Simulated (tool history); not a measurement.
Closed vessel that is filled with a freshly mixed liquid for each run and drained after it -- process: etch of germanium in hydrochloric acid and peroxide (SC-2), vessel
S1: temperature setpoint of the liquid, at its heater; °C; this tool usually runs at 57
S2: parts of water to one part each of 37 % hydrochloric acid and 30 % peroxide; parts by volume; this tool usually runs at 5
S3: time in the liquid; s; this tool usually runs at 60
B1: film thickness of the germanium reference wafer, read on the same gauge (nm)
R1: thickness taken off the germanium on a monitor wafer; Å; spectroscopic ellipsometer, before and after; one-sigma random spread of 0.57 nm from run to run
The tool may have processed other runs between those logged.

run 1 hour=0 | S1=57 S2=5 S3=60 | B1=50.02 | R1=2845.1
run 2 hour=10.6 | S1=57 S2=5 S3=60 | B1=50.03 | R1=2854.7
run 3 hour=21.4 | S1=57 S2=5 S3=60 | B1=49.97 | R1=2856.2
run 4 hour=38 | S1=57 S2=5 S3=60 | B1=49.99 | R1=2851.9
run 5 hour=52.1 | S1=57 S2=5 S3=60 | B1=49.98 | R1=2865.3
run 6 hour=60.7 | S1=57 S2=5 S3=60 | B1=50.02 | R1=2849.7
run 7 hour=72.5 | S1=57 S2=5 S3=45 | B1=50.02 | R1=2143.9
-- hour=85.5 gauge calibrated
run 8 hour=87.2 | S1=57 S2=5 S3=45 | B1=49.99 | R1=2143.7
-- hour=101.2 thermometer replaced
run 9 hour=104.9 | S1=63 S2=5 S3=60 | B1=49.99 | R1=3421.5
run 10 hour=120.9 | S1=51 S2=4 S3=45 | B1=50.01 | R1=1780.7
-- hour=134.1 chemicals flow meter replaced
run 11 hour=135.3 | S1=57 S2=6 S3=50 | B1=50.03 | R1=2376.6
run 12 hour=142.1 | S1=57 S2=5 S3=60 | B1=49.99 | R1=2859
-- hour=146 new drum of peroxide connected
run 13 hour=153.7 | S1=54 S2=5 S3=60 | B1=49.99 | R1=2613.9
run 14 hour=163 | S1=66 S2=5 S3=40 | B1=50.02 | R1=2498.3
run 15 hour=178.1 | S1=57 S2=5 S3=60 | B1=49.96 | R1=2865.7
run 16 hour=191.7 | S1=47 S2=4 S3=35 | B1=50.04 | R1=1217.3
run 17 hour=204.8 | S1=57 S2=5 S3=30 | B1=50 | R1=1430.8
run 18 hour=216.4 | S1=50.5 S2=4 S3=60 | B1=50 | R1=2336
run 19 hour=224.2 | S1=66.5 S2=4 S3=75 | B1=49.96 | R1=4750.8

Predict each of these 5 candidate next runs independently; none follows another, all start after run 19:
run A hour=224.9 | S1=57 S2=5 S3=85 | B1=? | R1=?
run B hour=224.9 | S1=52 S2=6.5 S3=60 | B1=? | R1=?
run C hour=224.9 | S1=57 S2=4 S3=95 | B1=? | R1=?
run D hour=224.9 | S1=52.5 S2=6.5 S3=90 | B1=? | R1=?
run E hour=224.9 | S1=51 S2=6.5 S3=50 | B1=? | R1=?

run=A B1=50.04 R1=4053.3
run=B B1=50.04 R1=2423.6
run=C B1=50.04 R1=4551.2
run=D B1=50.04 R1=3693.1
run=E B1=50.04 R1=1956.8
Without the tool's hidden state the same runs would have given:
run=A R1=4053.3
run=B R1=2423.6
run=C R1=4551.2
run=D R1=3693.1
run=E R1=1956.8
